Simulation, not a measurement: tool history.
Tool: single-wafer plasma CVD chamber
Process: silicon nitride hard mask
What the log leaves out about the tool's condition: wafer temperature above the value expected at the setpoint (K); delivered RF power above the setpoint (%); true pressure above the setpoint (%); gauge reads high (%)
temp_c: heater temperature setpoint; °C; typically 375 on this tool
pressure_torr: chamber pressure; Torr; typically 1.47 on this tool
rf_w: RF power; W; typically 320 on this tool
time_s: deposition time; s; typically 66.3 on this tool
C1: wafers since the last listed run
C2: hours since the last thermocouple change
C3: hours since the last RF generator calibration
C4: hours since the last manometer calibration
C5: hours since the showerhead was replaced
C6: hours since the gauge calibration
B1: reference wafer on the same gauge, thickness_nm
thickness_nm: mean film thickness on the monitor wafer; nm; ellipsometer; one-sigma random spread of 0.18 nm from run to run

run 1 day=0 | temp_c=375 pressure_torr=1.47 rf_w=320 time_s=66.3 | C1=0 C2=722.1 C3=1245.1 C4=963.6 C5=5316.3 C6=243.8 | B1=81.153 | thickness_nm=74.697
run 2 day=0.896 | temp_c=375 pressure_torr=1.47 rf_w=320 time_s=66.3 | C1=397 C2=743.6 C3=1266.6 C4=985.1 C5=5337.8 C6=265.3 | B1=81.162 | thickness_nm=74.883
run 3 day=1.583 | temp_c=375 pressure_torr=1.47 rf_w=320 time_s=66.3 | C1=305 C2=760.1 C3=1283.1 C4=1001.6 C5=5354.3 C6=281.8 | B1=81.177 | thickness_nm=74.564
run 4 day=2.654 | temp_c=375 pressure_torr=1.47 rf_w=320 time_s=66.3 | C1=475 C2=785.8 C3=1308.8 C4=1027.3 C5=5380 C6=307.5 | B1=81.163 | thickness_nm=74.805
run 5 day=3.742 | temp_c=375 pressure_torr=1.47 rf_w=320 time_s=66.3 | C1=482 C2=811.9 C3=1334.9 C4=1053.4 C5=5406.1 C6=333.6 | B1=81.147 | thickness_nm=74.466
run 6 day=4.683 | temp_c=375 pressure_torr=1.47 rf_w=320 time_s=66.3 | C1=418 C2=834.5 C3=1357.5 C4=1076 C5=5428.7 C6=356.2 | B1=81.192 | thickness_nm=74.874
-- day=5.842 gauge calibrated
run 7 day=6.129 | temp_c=375 pressure_torr=1.47 rf_w=320 time_s=66.3 | C1=641 C2=869.2 C3=1392.2 C4=1110.7 C5=5463.4 C6=6.9 | B1=81.191 | thickness_nm=74.793
run 8 day=6.967 | temp_c=375 pressure_torr=1.47 rf_w=320 time_s=66.3 | C1=371 C2=889.3 C3=1412.3 C4=1130.8 C5=5483.5 C6=27 | B1=81.235 | thickness_nm=74.486
-- day=8.262 RF generator calibrated
run 9 day=8.283 | temp_c=375 pressure_torr=1.47 rf_w=375 time_s=71.3 | C1=436 C2=920.9 C3=0.5 C4=1162.4 C5=5515.1 C6=58.6 | B1=81.2 | thickness_nm=86.744
-- day=9.138 thermocouple changed; heater temperature recalibrated
run 10 day=9.158 | temp_c=375 pressure_torr=1.47 rf_w=320 time_s=66.3 | C1=240 C2=0.5 C3=21.5 C4=1183.4 C5=5536.1 C6=79.6 | B1=81.224 | thickness_nm=74.618
run 11 day=10.004 | temp_c=365 pressure_torr=1.18 rf_w=270 time_s=73.1 | C1=375 C2=20.8 C3=41.8 C4=1203.7 C5=5556.4 C6=99.9 | B1=81.258 | thickness_nm=70.384
run 12 day=10.662 | temp_c=375 pressure_torr=1.47 rf_w=320 time_s=66.3 | C1=292 C2=36.6 C3=57.6 C4=1219.5 C5=5572.2 C6=115.7 | B1=81.178 | thickness_nm=74.608
run 13 day=11.867 | temp_c=384 pressure_torr=1.37 rf_w=265 time_s=59.4 | C1=534 C2=65.5 C3=86.5 C4=1248.4 C5=5601.1 C6=144.6 | B1=81.193 | thickness_nm=59.569
-- day=13.1 showerhead replaced
-- day=13.788 capacitance manometer re-zeroed and calibrated
run 14 day=15.717 | temp_c=361 pressure_torr=1.11 rf_w=320 time_s=70.7 | C1=1413 C2=157.9 C3=178.9 C4=46.3 C5=62.8 C6=237 | B1=81.181 | thickness_nm=70.668
run 15 day=16.862 | temp_c=387 pressure_torr=1.16 rf_w=365 time_s=78.1 | C1=508 C2=185.4 C3=206.4 C4=73.8 C5=90.3 C6=264.5 | B1=81.218 | thickness_nm=83.504
run 16 day=17.462 | temp_c=381 pressure_torr=1.47 rf_w=350 time_s=55 | C1=266 C2=199.8 C3=220.8 C4=88.2 C5=104.7 C6=278.9 | B1=81.263 | thickness_nm=63.488

5 ways to go on from here, each from the tool as it stands after run 16. What would each give?
run A day=17.479 | temp_c=361 pressure_torr=1.47 rf_w=320 time_s=66.3 | C1=7 C2=200.2 C3=221.2 C4=88.6 C5=105.1 C6=279.3 | B1=? | thickness_nm=?
run B day=17.479 | temp_c=366 pressure_torr=1.11 rf_w=320 time_s=72.1 | C1=7 C2=200.2 C3=221.2 C4=88.6 C5=105.1 C6=279.3 | B1=? | thickness_nm=?
run C day=17.479 | temp_c=367 pressure_torr=1.47 rf_w=295 time_s=66.3 | C1=7 C2=200.2 C3=221.2 C4=88.6 C5=105.1 C6=279.3 | B1=? | thickness_nm=?
run D day=17.479 | temp_c=385 pressure_torr=1.47 rf_w=320 time_s=66.3 | C1=7 C2=200.2 C3=221.2 C4=88.6 C5=105.1 C6=279.3 | B1=? | thickness_nm=?
run E day=17.479 | temp_c=370 pressure_torr=1.24 rf_w=355 time_s=73 | C1=7 C2=200.2 C3=221.2 C4=88.6 C5=105.1 C6=279.3 | B1=? | thickness_nm=?

run=A B1=81.152 thickness_nm=73.572
run=B B1=81.152 thickness_nm=71.617
run=C B1=81.152 thickness_nm=70.571
run=D B1=81.152 thickness_nm=72.773
run=E B1=81.152 thickness_nm=79.596
With no hidden state in the tool, these same runs would have given:
run=A thickness_nm=73.18
run=B thickness_nm=71.187
run=C thickness_nm=70.195
run=D thickness_nm=72.385
run=E thickness_nm=79.152

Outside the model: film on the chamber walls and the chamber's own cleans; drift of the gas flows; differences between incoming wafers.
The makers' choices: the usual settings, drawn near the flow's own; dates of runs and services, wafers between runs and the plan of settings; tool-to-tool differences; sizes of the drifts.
